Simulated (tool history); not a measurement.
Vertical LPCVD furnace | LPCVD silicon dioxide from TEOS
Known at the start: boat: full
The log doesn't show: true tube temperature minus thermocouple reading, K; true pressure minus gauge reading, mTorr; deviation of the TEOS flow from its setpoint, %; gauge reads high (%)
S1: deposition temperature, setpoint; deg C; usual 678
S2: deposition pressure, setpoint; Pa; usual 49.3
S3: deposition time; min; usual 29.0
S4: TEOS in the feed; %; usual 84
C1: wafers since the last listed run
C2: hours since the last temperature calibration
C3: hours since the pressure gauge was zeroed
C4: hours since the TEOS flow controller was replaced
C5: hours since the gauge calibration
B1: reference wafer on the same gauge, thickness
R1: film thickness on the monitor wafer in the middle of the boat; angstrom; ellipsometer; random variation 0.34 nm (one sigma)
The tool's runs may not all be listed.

run 1 hour=0.0 | S1=678 S2=49.3 S3=29.0 S4=84 | C1=0 C2=1720.1 C3=1104.2 C4=4612.8 C5=849.9 | B1=156.03 | R1=1675.1
run 2 hour=39.7 | S1=678 S2=49.3 S3=29.0 S4=84 | C1=847 C2=1759.8 C3=1143.9 C4=4652.5 C5=889.6 | B1=156.03 | R1=1680.4
run 3 hour=96.5 | S1=686 S2=49.3 S3=29.0 S4=84 | C1=1212 C2=1816.6 C3=1200.7 C4=4709.3 C5=946.4 | B1=155.99 | R1=2036.3
run 4 hour=147.3 | S1=686 S2=49.3 S3=29.0 S4=84 | C1=1084 C2=1867.4 C3=1251.5 C4=4760.1 C5=997.2 | B1=155.95 | R1=2037.3
run 5 hour=174.8 | S1=678 S2=49.3 S3=22.0 S4=84 | C1=586 C2=1894.9 C3=1279.0 C4=4787.6 C5=1024.7 | B1=156.08 | R1=1275.5
run 6 hour=212.7 | S1=678 S2=42.7 S3=29.0 S4=84 | C1=808 C2=1932.8 C3=1316.9 C4=4825.5 C5=1062.6 | B1=155.95 | R1=1565.8
run 7 hour=267.5 | S1=678 S2=49.3 S3=29.0 S4=84 | C1=1169 C2=1987.6 C3=1371.7 C4=4880.3 C5=1117.4 | B1=156.01 | R1=1683.9
run 8 hour=297.7 | S1=678 S2=49.3 S3=29.0 S4=84 | C1=644 C2=2017.8 C3=1401.9 C4=4910.5 C5=1147.6 | B1=156.07 | R1=1688.7
run 9 hour=359.1 | S1=678 S2=49.3 S3=29.0 S4=84 | C1=1310 C2=2079.2 C3=1463.3 C4=4971.9 C5=1209.0 | B1=155.94 | R1=1689.5
run 10 hour=420.7 | S1=678 S2=49.3 S3=29.0 S4=84 | C1=1314 C2=2140.8 C3=1524.9 C4=5033.5 C5=1270.6 | B1=155.98 | R1=1686.7
run 11 hour=445.9 | S1=678 S2=49.3 S3=29.0 S4=94 | C1=537 C2=2166.0 C3=1550.1 C4=5058.7 C5=1295.8 | B1=155.94 | R1=1784.6
run 12 hour=515.0 | S1=678 S2=49.3 S3=29.0 S4=94 | C1=1474 C2=2235.1 C3=1619.2 C4=5127.8 C5=1364.9 | B1=155.96 | R1=1796.3
-- hour=515.4 gauge calibrated
run 13 hour=555.9 | S1=678 S2=49.3 S3=29.0 S4=84 | C1=872 C2=2276.0 C3=1660.1 C4=5168.7 C5=40.5 | B1=155.99 | R1=1687.4
run 14 hour=599.5 | S1=678 S2=49.3 S3=29.0 S4=84 | C1=930 C2=2319.6 C3=1703.7 C4=5212.3 C5=84.1 | B1=155.96 | R1=1696.5
run 15 hour=638.9 | S1=678 S2=59.3 S3=29.0 S4=73 | C1=840 C2=2359.0 C3=1743.1 C4=5251.7 C5=123.5 | B1=155.89 | R1=1731.8
run 16 hour=670.7 | S1=678 S2=49.3 S3=29.0 S4=84 | C1=678 C2=2390.8 C3=1774.9 C4=5283.5 C5=155.3 | B1=155.93 | R1=1696.4
run 17 hour=704.4 | S1=674 S2=52.7 S3=29.0 S4=97 | C1=719 C2=2424.5 C3=1808.6 C4=5317.2 C5=189.0 | B1=156.01 | R1=1705.6
run 18 hour=730.6 | S1=678 S2=49.3 S3=29.0 S4=94 | C1=559 C2=2450.7 C3=1834.8 C4=5343.4 C5=215.2 | B1=156.06 | R1=1792.0
-- hour=774.7 pressure gauge zeroed
run 19 hour=792.2 | S1=678 S2=49.3 S3=29.0 S4=77 | C1=802 C2=2512.3 C3=17.5 C4=5405.0 C5=276.8 | B1=156.04 | R1=1584.0
-- hour=843.9 thermocouples replaced and temperature profile calibrated
run 20 hour=844.4 | S1=678 S2=49.3 S3=29.0 S4=84 | C1=601 C2=0.5 C3=69.7 C4=5457.2 C5=329.0 | B1=156.06 | R1=1658.3
run 21 hour=887.1 | S1=685 S2=41.3 S3=25.5 S4=84 | C1=911 C2=43.2 C3=112.4 C4=5499.9 C5=371.7 | B1=156.02 | R1=1583.4
run 22 hour=926.5 | S1=678 S2=49.3 S3=29.0 S4=84 | C1=840 C2=82.6 C3=151.8 C4=5539.3 C5=411.1 | B1=156.02 | R1=1659.9
-- hour=959.6 TEOS flow controller replaced
run 23 hour=962.9 | S1=678 S2=49.3 S3=38.0 S4=75 | C1=264 C2=119.0 C3=188.2 C4=3.3 C5=447.5 | B1=155.87 | R1=2048.8
run 24 hour=1028.1 | S1=682 S2=45.3 S3=29.0 S4=84 | C1=1391 C2=184.2 C3=253.4 C4=68.5 C5=512.7 | B1=155.90 | R1=1747.1
run 25 hour=1085.6 | S1=668 S2=49.3 S3=37.0 S4=84 | C1=1227 C2=241.7 C3=310.9 C4=126.0 C5=570.2 | B1=156.01 | R1=1657.9
run 26 hour=1118.4 | S1=678 S2=49.3 S3=29.0 S4=84 | C1=699 C2=274.5 C3=343.7 C4=158.8 C5=603.0 | B1=155.95 | R1=1657.1
run 27 hour=1186.1 | S1=669 S2=53.3 S3=25.5 S4=70 | C1=1444 C2=342.2 C3=411.4 C4=226.5 C5=670.7 | B1=155.97 | R1=1110.9

Forecast run 28:
run 28 hour=1250.8 | S1=678 S2=49.3 S3=29.0 S4=84 | C1=1380 C2=406.9 C3=476.1 C4=291.2 C5=735.4 | B1=? | R1=?

Run 28 gave B1 156.01, R1 1660.0 angstrom.
Without the tool's hidden state the same run would have given R1 1659.5 angstrom.
